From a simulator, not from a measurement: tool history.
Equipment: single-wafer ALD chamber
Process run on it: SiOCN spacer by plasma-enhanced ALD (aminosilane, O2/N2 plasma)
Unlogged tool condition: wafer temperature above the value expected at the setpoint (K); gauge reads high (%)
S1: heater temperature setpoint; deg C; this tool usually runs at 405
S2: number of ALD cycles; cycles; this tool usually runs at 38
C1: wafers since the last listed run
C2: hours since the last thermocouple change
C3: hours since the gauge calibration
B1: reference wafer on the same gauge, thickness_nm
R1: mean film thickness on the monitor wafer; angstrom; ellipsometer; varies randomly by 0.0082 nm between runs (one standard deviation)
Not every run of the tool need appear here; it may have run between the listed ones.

run 1 day=0 | S1=405 S2=38 | C1=0 C2=411.9 C3=975.4 | B1=2.579 | R1=21.46
run 2 day=2.229 | S1=405 S2=38 | C1=247 C2=465.4 C3=1028.9 | B1=2.58 | R1=21.28
run 3 day=10.412 | S1=405 S2=38 | C1=909 C2=661.8 C3=1225.3 | B1=2.581 | R1=21.32
run 4 day=12.246 | S1=405 S2=38 | C1=203 C2=705.8 C3=1269.3 | B1=2.583 | R1=21.24
run 5 day=15.062 | S1=405 S2=38 | C1=312 C2=773.4 C3=1336.9 | B1=2.578 | R1=21.34
run 6 day=16.858 | S1=405 S2=38 | C1=199 C2=816.5 C3=1380 | B1=2.579 | R1=21.3
run 7 day=18.342 | S1=405 S2=38 | C1=164 C2=852.1 C3=1415.6 | B1=2.58 | R1=21.27
run 8 day=19.471 | S1=405 S2=38 | C1=125 C2=879.2 C3=1442.7 | B1=2.581 | R1=21.38
-- day=22.838 gauge calibrated
run 9 day=26.108 | S1=405 S2=38 | C1=737 C2=1038.5 C3=78.5 | B1=2.58 | R1=21.17
run 10 day=28.608 | S1=405 S2=38 | C1=277 C2=1098.5 C3=138.5 | B1=2.583 | R1=21.23
run 11 day=30.35 | S1=405 S2=38 | C1=193 C2=1140.3 C3=180.3 | B1=2.583 | R1=21.05
run 12 day=32.871 | S1=405 S2=38 | C1=280 C2=1200.8 C3=240.8 | B1=2.576 | R1=21.3
run 13 day=35.446 | S1=398 S2=38 | C1=286 C2=1262.6 C3=302.6 | B1=2.58 | R1=21.82

Expected results for the next run?
run 14 day=37.133 | S1=417 S2=41 | C1=187 C2=1303.1 C3=343.1 | B1=? | R1=?

For run 14 the tool returned B1 2.578, R1 22.01 angstrom.
With the hidden condition absent and the run-to-run variation left alone, this run would have shown R1 22.45 angstrom.
